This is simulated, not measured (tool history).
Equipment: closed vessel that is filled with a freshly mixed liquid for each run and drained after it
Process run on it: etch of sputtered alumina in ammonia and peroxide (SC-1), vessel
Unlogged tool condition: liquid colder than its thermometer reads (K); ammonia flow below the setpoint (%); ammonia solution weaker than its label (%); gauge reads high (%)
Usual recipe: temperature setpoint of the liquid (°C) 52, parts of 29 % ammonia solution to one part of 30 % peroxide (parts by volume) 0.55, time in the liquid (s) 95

| run | hour | temperature setpoint of the liquid (°C) | parts of 29 % ammonia solution to one part of 30 % peroxide (parts by volume) | time in the liquid (s) | wafers since the last listed run | hours since the thermometer was replaced | hours since the ammonia flow meter was replaced | hours since the drum of ammonia solution was connected | hours since the gauge calibration | read-back film thickness of the sputtered alumina reference wafer, read on the same gauge (nm) | thickness taken off the sputtered alumina on a monitor wafer (Å) |
|---|---|---|---|---|---|---|---|---|---|---|---|
| 1 | 0.0 | 52 | 0.55 | 95 | 0 | 1988.7 | 643.6 | 808.9 | 531.9 | 49.99 | 54.1 |
|  | 20.5 | new drum of ammonia solution connected |
| 2 | 36.3 | 52 | 0.55 | 95 | 3113 | 2025.0 | 679.9 | 15.8 | 568.2 | 49.96 | 53.5 |
| 3 | 86.5 | 52 | 0.55 | 95 | 4427 | 2075.2 | 730.1 | 66.0 | 618.4 | 49.99 | 53.5 |
|  | 141.5 | ammonia flow meter replaced |
| 4 | 156.6 | 52 | 0.55 | 95 | 6094 | 2145.3 | 15.1 | 136.1 | 688.5 | 50.01 | 53.5 |
| 5 | 201.0 | 52 | 0.55 | 95 | 3915 | 2189.7 | 59.5 | 180.5 | 732.9 | 49.99 | 54.2 |
| 6 | 241.1 | 52 | 0.55 | 95 | 3536 | 2229.8 | 99.6 | 220.6 | 773.0 | 50.04 | 53.3 |
| 7 | 329.4 | 52 | 0.55 | 95 | 7787 | 2318.1 | 187.9 | 308.9 | 861.3 | 50.01 | 53.6 |
| 8 | 364.5 | 52 | 0.55 | 95 | 3095 | 2353.2 | 223.0 | 344.0 | 896.4 | 50.01 | 54.2 |
| 9 | 395.8 | 52 | 0.55 | 95 | 2760 | 2384.5 | 254.3 | 375.3 | 927.7 | 50.05 | 53.4 |
| 10 | 454.9 | 52 | 0.55 | 95 | 5212 | 2443.6 | 313.4 | 434.4 | 986.8 | 50.05 | 52.4 |
|  | 472.5 | gauge calibrated |
| 11 | 495.4 | 52 | 0.55 | 95 | 3571 | 2484.1 | 353.9 | 474.9 | 22.9 | 50.02 | 53.1 |
| 12 | 538.0 | 52 | 0.55 | 95 | 3757 | 2526.7 | 396.5 | 517.5 | 65.5 | 49.98 | 52.5 |
| 13 | 575.1 | 52 | 0.55 | 95 | 3272 | 2563.8 | 433.6 | 554.6 | 102.6 | 50.02 | 52.7 |
| 14 | 636.8 | 52 | 0.55 | 95 | 5441 | 2625.5 | 495.3 | 616.3 | 164.3 | 50.01 | 52.5 |
| 15 | 686.4 | 43 | 0.70 | 135 | 4374 | 2675.1 | 544.9 | 665.9 | 213.9 | 49.96 | 44.7 |
|  | 726.7 | thermometer replaced |
| 16 | 742.2 | 52 | 0.55 | 95 | 4833 | 15.5 | 600.7 | 721.7 | 269.7 | 49.98 | 61.4 |

For run 17, what comes out?
| 17 | 766.4 | 56 | 0.55 | 95 | 2134 | 39.7 | 624.9 | 745.9 | 293.9 | ? | ? |

read-back film thickness of the sputtered alumina reference wafer, read on the same gauge (nm): 50.03
thickness taken off the sputtered alumina on a monitor wafer (Å): 77.9
If the tool had no hidden condition, the same run with the same run-to-run variation would have returned thickness taken off the sputtered alumina on a monitor wafer (Å) 78.1.

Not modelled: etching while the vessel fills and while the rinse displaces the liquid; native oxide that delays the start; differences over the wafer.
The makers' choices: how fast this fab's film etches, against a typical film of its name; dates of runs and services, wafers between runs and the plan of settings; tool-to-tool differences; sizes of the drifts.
